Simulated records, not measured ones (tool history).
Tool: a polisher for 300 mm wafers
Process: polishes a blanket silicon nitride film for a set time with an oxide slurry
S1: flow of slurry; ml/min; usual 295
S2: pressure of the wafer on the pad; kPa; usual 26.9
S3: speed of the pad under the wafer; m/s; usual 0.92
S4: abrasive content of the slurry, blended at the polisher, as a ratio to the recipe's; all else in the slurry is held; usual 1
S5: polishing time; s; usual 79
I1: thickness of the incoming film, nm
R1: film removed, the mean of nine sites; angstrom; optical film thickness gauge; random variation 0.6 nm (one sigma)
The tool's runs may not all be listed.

run   hour   S1    S2    S3    S4   S5     I1   R1
  1      0  295  26.9  0.92   0.9   79  466.1  406
  2     10  295  26.9  0.92   0.9   79  467.7  408
  3   18.8  380  26.9  0.92     1   79  463.6  456
  4   34.4  295  26.9  0.92     1   79  468.5  445
      66.8  -- worn pad replaced by a new one
  5   71.4  295  26.9  1.24   0.8  102  477.1  563
      82.3  -- slurry blender recalibrated
      86.5  -- head pressure recalibrated
  6   97.7  200  26.9  0.92     1   79  465.9  442
  7  105.7  295  26.9  0.92     1   79  469.8  466
  8  123.2  255  26.9  0.92     1  107  468.1  603
  9  137.1  250  26.9  0.66  1.15   79  470.1  387
 10    151  295  26.9  0.82   1.3   79  465.7  494
     159.8  -- slurry nozzle cleaned
     165.2  -- conditioning disc replaced and pad reconditioned
 11  168.2  295  20.7  1.22     1   79  474.2  478
       178  -- worn pad replaced by a new one
 12  185.4  225  36.5   0.7     1  106  467.7  660
 13  201.9  295  33.1  0.84     1   79  464.7  536
 14  211.9  295  26.9  0.84  0.75   79  462.3  319
 15  218.1  295  21.4  1.12  0.85   64  470.2  317
 16  231.4  295  26.9  0.82   1.3   79  476.4  498
 17  244.1  195    31  0.74     1   79  462.8  422
 18  255.5  295  31.7  0.92  0.75   79    462  401
 19  264.7  295  19.3  0.82   0.8   79  468.9  267
     273.4  -- slurry blender recalibrated
     280.9  -- worn pad replaced by a new one
 20  282.6  295  26.9  0.92     1   79  468.6  454
 21  297.6  325  26.9  1.08     1  102  464.2  680
 22  310.9  295  24.1  1.08  0.75   79  463.1  342
 23    319  190  26.9  0.92   1.2   70  462.9  417
 24  328.1  260  26.9  0.92   0.8   79  472.5  366
 25  334.8  250  26.9  0.66  1.15   79  468.6  387

5 ways to go on from here, each from the tool as it stands after run 25. What would each give?
  A  335.2  295  26.9   0.8    1   79  473.6   ?
  B  335.2  370  18.6  0.92  0.8   62  473.6   ?
  C  335.2  205  21.4   0.8    1   98  473.6   ?
  D  335.2  295  33.1  0.74    1   79  473.6   ?
  E  335.2  295  26.9  0.92    1  102  473.6   ?

run   R1
  A  417
  B  221
  C  406
  D  472
  E  595
Without the tool's hidden state the same runs would have given:
run   R1
  A  448
  B  236
  C  443
  D  507
  E  639
